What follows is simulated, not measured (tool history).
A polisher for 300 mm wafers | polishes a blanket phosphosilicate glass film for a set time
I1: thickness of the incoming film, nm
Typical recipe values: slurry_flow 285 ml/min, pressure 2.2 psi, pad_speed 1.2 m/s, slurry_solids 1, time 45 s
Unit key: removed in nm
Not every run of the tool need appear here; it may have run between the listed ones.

{"run": 1, "day": 0.0, "slurry_flow": 285, "pressure": 2.2, "pad_speed": 1.2, "slurry_solids": 1, "time": 45, "I1": 4013.9, "removed": 324}
{"run": 2, "day": 1.412, "slurry_flow": 285, "pressure": 2.2, "pad_speed": 1.2, "slurry_solids": 1, "time": 34, "I1": 3990.6, "removed": 238.6}
{"run": 3, "day": 2.521, "slurry_flow": 285, "pressure": 2.2, "pad_speed": 1.2, "slurry_solids": 1, "time": 45, "I1": 3959.9, "removed": 315.4}
{"day": 3.262, "done": "slurry nozzle cleaned"}
{"day": 4.329, "done": "head pressure recalibrated"}
{"run": 4, "day": 5.346, "slurry_flow": 285, "pressure": 2.2, "pad_speed": 1.2, "slurry_solids": 1, "time": 45, "I1": 4038.2, "removed": 359.8}
{"day": 6.342, "done": "conditioning disc replaced and pad reconditioned"}
{"day": 7.212, "done": "worn pad replaced by a new one"}
{"run": 5, "day": 8.288, "slurry_flow": 285, "pressure": 2.2, "pad_speed": 1.2, "slurry_solids": 1, "time": 45, "I1": 3933.7, "removed": 357}
{"day": 9.538, "done": "slurry blender recalibrated"}
{"run": 6, "day": 9.575, "slurry_flow": 285, "pressure": 2.2, "pad_speed": 1.2, "slurry_solids": 1, "time": 55, "I1": 4019.6, "removed": 432.3}
{"run": 7, "day": 11.167, "slurry_flow": 285, "pressure": 2.2, "pad_speed": 1.2, "slurry_solids": 1, "time": 55, "I1": 4042, "removed": 427.5}
{"run": 8, "day": 12.946, "slurry_flow": 285, "pressure": 2.2, "pad_speed": 1.2, "slurry_solids": 1, "time": 55, "I1": 4017.8, "removed": 433.1}
{"run": 9, "day": 15.283, "slurry_flow": 285, "pressure": 2.2, "pad_speed": 1.2, "slurry_solids": 1, "time": 45, "I1": 3946.5, "removed": 354.4}
{"day": 16.179, "done": "conditioning disc replaced and pad reconditioned"}
{"day": 19.458, "done": "slurry blender recalibrated"}
{"day": 19.8, "done": "worn pad replaced by a new one"}
{"day": 19.962, "done": "head pressure recalibrated"}
{"run": 10, "day": 22.412, "slurry_flow": 285, "pressure": 2.2, "pad_speed": 1.2, "slurry_solids": 1, "time": 45, "I1": 3944.4, "removed": 355.3}
{"run": 11, "day": 25.25, "slurry_flow": 285, "pressure": 2.2, "pad_speed": 1.2, "slurry_solids": 1, "time": 45, "I1": 4010.6, "removed": 351.1}
{"run": 12, "day": 27.125, "slurry_flow": 235, "pressure": 2.5, "pad_speed": 0.82, "slurry_solids": 1, "time": 60, "I1": 4068.2, "removed": 363.2}
{"day": 27.596, "done": "conditioning disc replaced and pad reconditioned"}
{"run": 13, "day": 30.025, "slurry_flow": 285, "pressure": 2.2, "pad_speed": 1.2, "slurry_solids": 1, "time": 45, "I1": 4012.3, "removed": 350.6}
{"day": 30.742, "done": "worn pad replaced by a new one, of another model than before"}
{"run": 14, "day": 31.058, "slurry_flow": 285, "pressure": 2.8, "pad_speed": 1.56, "slurry_solids": 1.2, "time": 45, "I1": 3973.6, "removed": 477}
{"day": 31.988, "done": "slurry blender recalibrated"}
{"run": 15, "day": 33.912, "slurry_flow": 285, "pressure": 2.2, "pad_speed": 1.3, "slurry_solids": 1, "time": 45, "I1": 3989.8, "removed": 336.1}
{"day": 35.346, "done": "head pressure recalibrated"}
{"day": 35.888, "done": "slurry nozzle cleaned"}
{"run": 16, "day": 36.471, "slurry_flow": 285, "pressure": 2.2, "pad_speed": 1.2, "slurry_solids": 1.2, "time": 37, "I1": 4040.8, "removed": 319.2}
{"run": 17, "day": 38.746, "slurry_flow": 285, "pressure": 2.2, "pad_speed": 1.2, "slurry_solids": 1, "time": 30, "I1": 4054.5, "removed": 240.2}
{"day": 39.621, "done": "conditioning disc replaced and pad reconditioned"}
{"run": 18, "day": 41.529, "slurry_flow": 285, "pressure": 2.2, "pad_speed": 1.2, "slurry_solids": 1, "time": 45, "I1": 4009.3, "removed": 355.4}
{"day": 41.808, "done": "worn pad replaced by a new one"}
{"day": 42.071, "done": "slurry blender recalibrated"}
{"run": 19, "day": 43.338, "slurry_flow": 380, "pressure": 2.2, "pad_speed": 0.8, "slurry_solids": 1, "time": 33, "I1": 4061.2, "removed": 231.1}
{"run": 20, "day": 45.221, "slurry_flow": 285, "pressure": 2.2, "pad_speed": 1.2, "slurry_solids": 1, "time": 45, "I1": 3996.7, "removed": 354.7}
{"run": 21, "day": 46.375, "slurry_flow": 285, "pressure": 2.2, "pad_speed": 1.2, "slurry_solids": 1, "time": 45, "I1": 3977.2, "removed": 357.1}
{"day": 49.233, "done": "conditioning disc replaced and pad reconditioned"}
{"day": 52.246, "done": "head pressure recalibrated"}
{"day": 53.167, "done": "slurry blender recalibrated"}
{"day": 53.512, "done": "worn pad replaced by a new one"}
{"run": 22, "day": 53.875, "slurry_flow": 325, "pressure": 2.2, "pad_speed": 1.2, "slurry_solids": 1, "time": 45, "I1": 4002.3, "removed": 357.1}
{"run": 23, "day": 56.15, "slurry_flow": 200, "pressure": 2.4, "pad_speed": 1.2, "slurry_solids": 1.25, "time": 37, "I1": 3944.4, "removed": 299}

Predict each of these 4 candidate next runs independently; none follows another, all start after run 23:
{"run": "A", "day": 56.167, "slurry_flow": 385, "pressure": 2.2, "pad_speed": 1.2, "slurry_solids": 1, "time": 45, "I1": 4003.9, "removed": "?"}
{"run": "B", "day": 56.167, "slurry_flow": 215, "pressure": 2.2, "pad_speed": 1.62, "slurry_solids": 0.75, "time": 45, "I1": 4003.9, "removed": "?"}
{"run": "C", "day": 56.167, "slurry_flow": 225, "pressure": 2.2, "pad_speed": 1.2, "slurry_solids": 1.25, "time": 45, "I1": 4003.9, "removed": "?"}
{"run": "D", "day": 56.167, "slurry_flow": 285, "pressure": 1.9, "pad_speed": 1.2, "slurry_solids": 0.8, "time": 45, "I1": 4003.9, "removed": "?"}

run=A removed=366.7
run=B removed=315.4
run=C removed=365.8
run=D removed=282.5
Stripped of hidden state, with their random variation kept, the same runs would have yielded:
run=A removed=372.9
run=B removed=329.1
run=C removed=380.4
run=D removed=289.9
